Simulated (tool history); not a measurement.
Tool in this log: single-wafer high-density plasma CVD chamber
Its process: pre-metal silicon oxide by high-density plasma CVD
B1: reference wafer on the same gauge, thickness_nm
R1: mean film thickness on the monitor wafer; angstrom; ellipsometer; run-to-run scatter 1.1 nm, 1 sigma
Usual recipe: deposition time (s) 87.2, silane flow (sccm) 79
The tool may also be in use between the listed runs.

Run 1, hour 0: usual settings; B1 804.723. Result: R1 7498.9 angstrom.
Run 2, hour 8.1: usual settings; B1 804.453. Result: R1 7496.25 angstrom.
Run 3, hour 15.3: usual settings; B1 804.027. Result: R1 7495.83 angstrom.
Run 4, hour 24.1: usual settings; B1 803.129. Result: R1 7490.89 angstrom.
Run 5, hour 36.8: usual settings; B1 803.13. Result: R1 7505.83 angstrom.
Run 6, hour 45: usual settings but silane flow (sccm) 83; B1 803.018. Result: R1 7852.65 angstrom.
Run 7, hour 51.4: usual settings but silane flow (sccm) 83; B1 802.485. Result: R1 7868.02 angstrom.
Run 8, hour 59.2: usual settings but silane flow (sccm) 83; B1 802.008. Result: R1 7857.31 angstrom.
At hour 64.1: gauge calibrated.
Run 9, hour 70: usual settings but deposition time (s) 72.2, silane flow (sccm) 71; B1 806.367. Result: R1 5600.29 angstrom.
Run 10, hour 77.8: usual settings but deposition time (s) 102.3; B1 806.099. Result: R1 8816.87 angstrom.
Run 11, hour 94.6: usual settings but deposition time (s) 75.1, silane flow (sccm) 86; B1 806.005. Result: R1 7052.58 angstrom.
Run 12, hour 107.4: usual settings; B1 805.597. Result: R1 7524.25 angstrom.
Run 13, hour 122.5: usual settings but deposition time (s) 100.7, silane flow (sccm) 88; B1 805.491. Result: R1 9671.83 angstrom.
Run 14, hour 138.7: usual settings but silane flow (sccm) 68; B1 804.921. Result: R1 6447.88 angstrom.
At hour 149.6: silane flow controller replaced.
Run 15, hour 150.1: usual settings; B1 804.637. Result: R1 7505.42 angstrom.
Run 16, hour 183.8: usual settings; B1 803.733. Result: R1 7507.63 angstrom.
Run 17, hour 189.9: usual settings but deposition time (s) 101.8; B1 803.131. Result: R1 8746.71 angstrom.

The logged runs with the hidden state left out (each run's random variation unchanged):
Unlogged tool condition in this case: delivered silane flow above the setpoint (%); gauge reads high (%).
run       R1
  1  7511.06
  2  7510.94
  3  7512.97
  4  7511.27
  5  7531.45
  6  7883.28
  7  7901.89
  8  7895.21
  9  5599.33
 10  8815.69
 11  7052.88
 12  7526.26
 13  9677.94
 14  6455.27
 15  7517.29
 16  7531.93
 17  8778.15

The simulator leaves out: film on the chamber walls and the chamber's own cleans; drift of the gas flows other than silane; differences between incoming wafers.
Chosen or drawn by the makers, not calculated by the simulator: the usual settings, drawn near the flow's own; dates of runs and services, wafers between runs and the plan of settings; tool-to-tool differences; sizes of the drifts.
